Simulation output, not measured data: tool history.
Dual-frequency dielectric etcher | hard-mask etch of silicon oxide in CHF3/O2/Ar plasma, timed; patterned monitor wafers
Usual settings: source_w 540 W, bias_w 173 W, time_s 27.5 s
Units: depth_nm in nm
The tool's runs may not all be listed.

run	hour	source_w	bias_w	time_s	wafers since the last listed run	hours since the last wet clean	hours since the last source power generator calibration	hours since the last bias power generator calibration	hours since the last upper electrode change	hours since the gauge calibration	read-back reference wafer on the same gauge, depth_nm	depth_nm
1	0.0	590	206	27.5	0	274.9	2014.0	1036.1	4105.5	426.2	49.1	59.2
2	31.3	590	206	27.5	519	306.2	2045.3	1067.4	4136.8	457.5	49.1	59.8
3	52.7	540	206	27.5	355	327.6	2066.7	1088.8	4158.2	478.9	49.1	57.8
4	78.3	540	173	27.5	424	353.2	2092.3	1114.4	4183.8	504.5	49.1	55.1
5	93.5	540	173	27.5	252	368.4	2107.5	1129.6	4199.0	519.7	49.1	56.2
6	109.8	540	173	27.5	270	384.7	2123.8	1145.9	4215.3	536.0	49.0	55.6
7	125.0	540	173	27.5	252	399.9	2139.0	1161.1	4230.5	551.2	49.0	55.9
8	146.6	540	173	27.5	358	421.5	2160.6	1182.7	4252.1	572.8	49.1	55.8
9	168.3	540	173	27.5	360	443.2	2182.3	1204.4	4273.8	594.5	49.1	55.9
# hour 216.1: wet clean of the chamber
10	216.6	660	173	24.5	403	0.5	2230.6	1252.7	4322.1	642.8	49.2	52.5
# hour 218.5: gauge calibrated
11	236.1	540	173	27.5	323	20.0	2250.1	1272.2	4341.6	17.6	49.1	54.1
12	259.4	490	213	21.5	386	43.3	2273.4	1295.5	4364.9	40.9	49.1	43.0
13	273.2	490	173	23.0	229	57.1	2287.2	1309.3	4378.7	54.7	49.1	44.1
# hour 290.3: source power generator calibrated
# hour 366.3: upper electrode replaced
14	373.6	400	213	30.0	1201	157.5	83.3	1409.7	7.3	155.1	49.1	55.0
15	392.5	660	153	23.0	313	176.4	102.2	1428.6	26.2	174.0	49.2	48.7
# hour 426.0: bias power generator calibrated
16	466.4	650	158	27.5	1160	250.3	176.1	40.4	100.1	247.9	49.2	59.0
17	480.6	540	173	27.5	235	264.5	190.3	54.6	114.3	262.1	49.1	55.8
18	512.3	540	132	27.5	526	296.2	222.0	86.3	146.0	293.8	49.2	53.2
19	543.9	590	206	27.5	524	327.8	253.6	117.9	177.6	325.4	49.1	59.8

The tool's hidden state at each run:
source power that arrives over what is set, %: 0 in every run
bias power that arrives over what is set, %: 0 in every run
gauge reads high (%): 0 in every run
H1: etch rate over this chamber's usual, %
run	H1
1	1.53
2	1.76
3	1.91
4	2.1
5	2.21
6	2.33
7	2.44
8	2.6
9	2.76
10	-0.172
11	-0.0294
12	0.141
13	0.243
14	0.979
15	1.12
16	1.66
17	1.76
18	2
19	2.23
